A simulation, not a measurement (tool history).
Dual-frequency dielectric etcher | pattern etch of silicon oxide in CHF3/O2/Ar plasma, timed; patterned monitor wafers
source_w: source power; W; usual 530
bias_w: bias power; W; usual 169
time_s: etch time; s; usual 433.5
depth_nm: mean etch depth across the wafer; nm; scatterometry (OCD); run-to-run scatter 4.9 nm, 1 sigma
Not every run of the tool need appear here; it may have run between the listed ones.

| run | hour | source_w | bias_w | time_s | read-back reference wafer on the same gauge, depth_nm | depth_nm |
|---|---|---|---|---|---|---|
| 1 | 0 | 530 | 169 | 433.5 | 884 | 813.7 |
|  | 47.8 | bias power generator calibrated |
| 2 | 51.7 | 530 | 169 | 433.5 | 884.5 | 827.5 |
|  | 55.5 | gauge calibrated |
|  | 113.2 | wet clean of the chamber |
| 3 | 113.7 | 530 | 169 | 433.5 | 882.2 | 766.6 |
| 4 | 176 | 560 | 169 | 468.5 | 884.1 | 853.9 |
|  | 232.3 | source power generator calibrated |
| 5 | 247 | 560 | 169 | 468.5 | 884.2 | 849.1 |
| 6 | 290.9 | 530 | 169 | 482 | 883.6 | 874.2 |
| 7 | 324.1 | 530 | 191 | 433.5 | 882.3 | 829.1 |
| 8 | 374 | 420 | 182 | 313 | 883.8 | 548.5 |
| 9 | 414.8 | 530 | 131 | 338 | 884.4 | 545.1 |
| 10 | 471.3 | 570 | 169 | 433.5 | 884.1 | 818 |
| 11 | 537.6 | 660 | 151 | 304.5 | 883.1 | 570.1 |
| 12 | 588.1 | 650 | 169 | 369 | 883.7 | 732.6 |
| 13 | 622.7 | 530 | 169 | 433.5 | 883.4 | 805.8 |
| 14 | 664.5 | 530 | 169 | 433.5 | 883.4 | 817.1 |
| 15 | 703 | 530 | 169 | 433.5 | 884.6 | 808.8 |
|  | 755.5 | wet clean of the chamber |
| 16 | 756 | 600 | 200 | 327 | 883.8 | 657.3 |
| 17 | 778.7 | 400 | 158 | 363.5 | 883.9 | 578 |
| 18 | 849 | 600 | 204 | 357.5 | 885.5 | 733.2 |
| 19 | 874.4 | 410 | 169 | 332 | 883.8 | 554.9 |
| 20 | 912.2 | 530 | 169 | 433.5 | 884.1 | 789.9 |
| 21 | 940.4 | 580 | 169 | 433.5 | 884.5 | 812.9 |
| 22 | 978 | 420 | 190 | 543.5 | 883.8 | 973.8 |
| 23 | 1034 | 530 | 169 | 433.5 | 883.2 | 787.3 |
| 24 | 1098.5 | 530 | 169 | 433.5 | 884.9 | 790.9 |
| 25 | 1153.4 | 530 | 169 | 433.5 | 884.2 | 794.3 |
| 26 | 1191.2 | 530 | 169 | 433.5 | 882.9 | 805.8 |
| 27 | 1223.4 | 460 | 169 | 433.5 | 883 | 771 |
| 28 | 1293.8 | 440 | 169 | 493 | 884.7 | 876.9 |
|  | 1322.7 | wet clean of the chamber |
| 29 | 1333.8 | 530 | 169 | 433.5 | 884.3 | 775 |

Branching from run 29: 5 alternative next runs. What would each branch give?
| A | 1334.3 | 530 | 169 | 364 | ? | ? |
| B | 1334.3 | 400 | 154 | 545 | ? | ? |
| C | 1334.3 | 530 | 190 | 433.5 | ? | ? |
| D | 1334.3 | 420 | 154 | 505.5 | ? | ? |
| E | 1334.3 | 620 | 201 | 433.5 | ? | ? |

| run | read-back reference wafer on the same gauge, depth_nm | depth_nm |
|---|---|---|
| A | 884 | 658.5 |
| B | 884 | 867.5 |
| C | 884 | 828.9 |
| D | 884 | 816 |
| E | 884 | 892.7 |
Without the tool's unlogged condition, the same runs would have read:
| run | depth_nm |
|---|---|
| A | 658.2 |
| B | 867 |
| C | 828.4 |
| D | 815.6 |
| E | 892.2 |

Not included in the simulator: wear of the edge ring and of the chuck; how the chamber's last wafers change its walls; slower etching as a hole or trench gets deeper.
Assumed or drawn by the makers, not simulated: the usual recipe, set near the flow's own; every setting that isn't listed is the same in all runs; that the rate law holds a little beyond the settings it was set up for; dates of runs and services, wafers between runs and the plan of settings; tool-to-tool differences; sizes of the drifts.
